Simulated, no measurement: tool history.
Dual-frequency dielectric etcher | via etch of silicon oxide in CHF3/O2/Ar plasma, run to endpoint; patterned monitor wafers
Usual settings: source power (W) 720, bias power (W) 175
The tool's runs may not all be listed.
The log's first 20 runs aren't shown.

run	hour	source power (W)	bias power (W)	wafers since the last listed run	hours since the last wet clean	hours since the last source power generator calibration	hours since the last bias power generator calibration	hours since the last upper electrode change	incoming incoming film thickness, nm	endpoint time (s)
21	512.5	800	154	150	118.2	76.9	116.2	1756.6	631.8	286.2
22	542.5	720	175	141	148.2	106.9	146.2	1786.6	624.8	283.4
23	571.5	790	175	136	177.2	135.9	175.2	1815.6	631	275.8
24	604	630	206	152	209.7	168.4	207.7	1848.1	626.2	285.6
# hour 634.5: upper electrode replaced
25	635.5	870	196	35	241.2	199.9	239.2	1	644.1	269.2
26	660.3	720	217	116	266	224.7	264	25.8	625.4	270.2
27	684.8	800	160	115	290.5	249.2	288.5	50.3	629.9	280.4
28	718.6	870	192	158	324.3	283	322.3	84.1	630	266.1
# hour 755.1: wet clean of the chamber
29	755.6	720	194	61	0.5	320	359.3	121.1	631.5	276.4
30	756	670	161	1	0.9	320.4	359.7	121.5	636.3	299.1
31	781.4	720	144	119	26.3	345.8	385.1	146.9	640.2	300.4
32	804.7	720	175	109	49.6	369.1	408.4	170.2	624.6	282.4
33	834.6	590	175	140	79.5	399	438.3	200.1	633.3	307.7
34	863.3	720	175	134	108.2	427.7	467	228.8	634	290.1

Forecast each of these 5 alternatives for the next run:
A	863.8	720	175	2	108.7	428.2	467.5	229.3	625.4	?
B	863.8	800	155	2	108.7	428.2	467.5	229.3	625.4	?
C	863.8	600	152	2	108.7	428.2	467.5	229.3	625.4	?
D	863.8	550	133	2	108.7	428.2	467.5	229.3	625.4	?
E	863.8	800	205	2	108.7	428.2	467.5	229.3	625.4	?

run	endpoint time (s)
A	284.4
B	282.5
C	316.5
D	338.8
E	261.4
Without the tool's hidden state the same runs would have given:
run	endpoint time (s)
A	278
B	276.1
C	309.4
D	331.1
E	255.5
